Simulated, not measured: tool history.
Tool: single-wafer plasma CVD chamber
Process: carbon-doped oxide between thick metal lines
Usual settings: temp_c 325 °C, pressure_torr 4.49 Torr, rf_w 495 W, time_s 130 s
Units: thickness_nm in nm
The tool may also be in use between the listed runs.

run     day  temp_c  pressure_torr  rf_w  time_s  wafers since the last listed run  hours since the last thermocouple change  hours since the last RF generator calibration  hours since the last manometer calibration  hours since the showerhead was replaced  hours since the gauge calibration  read-back reference wafer on the same gauge, thickness_nm  thickness_nm
  1   0.000     325           4.49   495     140                                 0                                    1162.3                                         2340.6                                      1824.2                                   4283.1                              389.9                                                    716.154       691.384
  2   0.404     325           4.49   495     130                               112                                    1172.0                                         2350.3                                      1833.9                                   4292.8                              399.6                                                    715.873       639.312
  3   1.154     325           4.49   495     130                               209                                    1190.0                                         2368.3                                      1851.9                                   4310.8                              417.6                                                    716.101       640.235
  4   1.558     325           4.49   495     130                               112                                    1199.7                                         2378.0                                      1861.6                                   4320.5                              427.3                                                    716.200       638.417
      2.154  -- RF generator calibrated
  5   2.175     325           4.49   495     130                                79                                    1214.5                                            0.5                                      1876.4                                   4335.3                              442.1                                                    715.957       662.370
  6   2.254     325           4.49   495     144                                22                                    1216.4                                            2.4                                      1878.3                                   4337.2                              444.0                                                    715.900       731.721
  7   2.696     325           4.49   495     144                               123                                    1227.0                                           13.0                                      1888.9                                   4347.8                              454.6                                                    715.974       732.420
  8   3.971     335           4.49   555     130                               355                                    1257.6                                           43.6                                      1919.5                                   4378.4                              485.2                                                    715.657       693.933
      5.921  -- showerhead replaced
  9   5.942     320           4.49   495     149                               456                                    1304.9                                           90.9                                      1966.8                                      0.5                              532.5                                                    715.889       771.820
 10   5.954     325           4.49   495     130                                 3                                    1305.2                                           91.2                                      1967.1                                      0.8                              532.8                                                    715.250       662.169
 11   6.329     325           3.53   495     139                               104                                    1314.2                                          100.2                                      1976.1                                      9.8                              541.8                                                    715.812       687.217
 12   6.658     333           3.99   410     130                                91                                    1322.1                                          108.1                                      1984.0                                     17.7                              549.7                                                    716.058       548.992
 13   7.054     325           4.49   525     130                               110                                    1331.6                                          117.6                                      1993.5                                     27.2                              559.2                                                    715.811       687.511
      7.633  -- capacitance manometer re-zeroed and calibrated
 14   7.762     325           4.49   495     130                               104                                    1348.6                                          134.6                                         3.1                                     44.2                              576.2                                                    715.328       659.621
      8.983  -- gauge calibrated
      9.750  -- thermocouple changed; heater temperature recalibrated
 15   9.871     325           5.42   495     130                               495                                       2.9                                          185.2                                        53.7                                     94.8                               21.3                                                    716.586       664.111
 16  10.183     325           3.92   425     154                                87                                      10.4                                          192.7                                        61.2                                    102.3                               28.8                                                    716.022       673.221
 17  10.646     314           4.80   495     130                               129                                      21.5                                          203.8                                        72.3                                    113.4                               39.9                                                    715.994       677.081
 18  11.158     325           4.49   495     142                               143                                      33.8                                          216.1                                        84.6                                    125.7                               52.2                                                    715.408       709.242
 19  11.538     325           4.49   410     146                               105                                      42.9                                          225.2                                        93.7                                    134.8                               61.3                                                    716.108       628.350
 20  12.171     325           4.49   530     149                               176                                      58.1                                          240.4                                       108.9                                    150.0                               76.5                                                    715.432       779.428
 21  12.888     314           3.55   585     130                               199                                      75.3                                          257.6                                       126.1                                    167.2                               93.7                                                    716.361       730.408
 22  13.542     330           4.49   495     108                               182                                      91.0                                          273.3                                       141.8                                    182.9                              109.4                                                    716.423       531.950
 23  14.088     325           4.23   495     140                               152                                     104.1                                          286.4                                       154.9                                    196.0                              122.5                                                    716.121       693.244
 24  14.667     325           4.49   495     130                               161                                     118.0                                          300.3                                       168.8                                    209.9                              136.4                                                    716.205       650.783
 25  15.229     330           4.97   495     130                               156                                     131.5                                          313.8                                       182.3                                    223.4                              149.9                                                    716.052       649.467
 26  15.958     319           3.96   450     105                               203                                     149.0                                          331.3                                       199.8                                    240.9                              167.4                                                    716.214       490.604
 27  16.292     313           4.90   410     141                                93                                     157.0                                          339.3                                       207.8                                    248.9                              175.4                                                    716.098       639.236
 28  16.567     325           4.49   495     130                                76                                     163.6                                          345.9                                       214.4                                    255.5                              182.0                                                    716.053       651.636
 29  17.067     325           3.43   435     117                               139                                     175.6                                          357.9                                       226.4                                    267.5                              194.0                                                    715.992       513.552

How the hidden state differs across the entries between the runs, from the last listed run before each to the first after it:
Between runs 4 and 5: RF generator calibrated (day 2.154)
  wafer temperature above the value expected at the setpoint (K): -5.8 -> -5.82; delivered RF power above the setpoint (%): -4.88 -> -0.25
  measured less the result without the state, thickness_nm: -11.408 -> +10.166 nm
Between runs 8 and 9: showerhead replaced (day 5.921)
  wafer temperature above the value expected at the setpoint (K): -5.87 -> -5.92; delivered RF power above the setpoint (%): -0.333 -> -0.423
  measured less the result without the state, thickness_nm: +9.487 -> +12.481 nm
Between runs 13 and 14: capacitance manometer re-zeroed and calibrated (day 7.633)
  wafer temperature above the value expected at the setpoint (K): -5.95 -> -5.96; delivered RF power above the setpoint (%): -0.474 -> -0.507
  measured less the result without the state, thickness_nm: +9.813 -> +9.255 nm
Between runs 14 and 15: gauge calibrated (day 8.983); thermocouple changed; heater temperature recalibrated (day 9.750)
  wafer temperature above the value expected at the setpoint (K): -5.96 -> 0.313; delivered RF power above the setpoint (%): -0.507 -> -0.604
  measured less the result without the state, thickness_nm: +9.255 -> -3.415 nm

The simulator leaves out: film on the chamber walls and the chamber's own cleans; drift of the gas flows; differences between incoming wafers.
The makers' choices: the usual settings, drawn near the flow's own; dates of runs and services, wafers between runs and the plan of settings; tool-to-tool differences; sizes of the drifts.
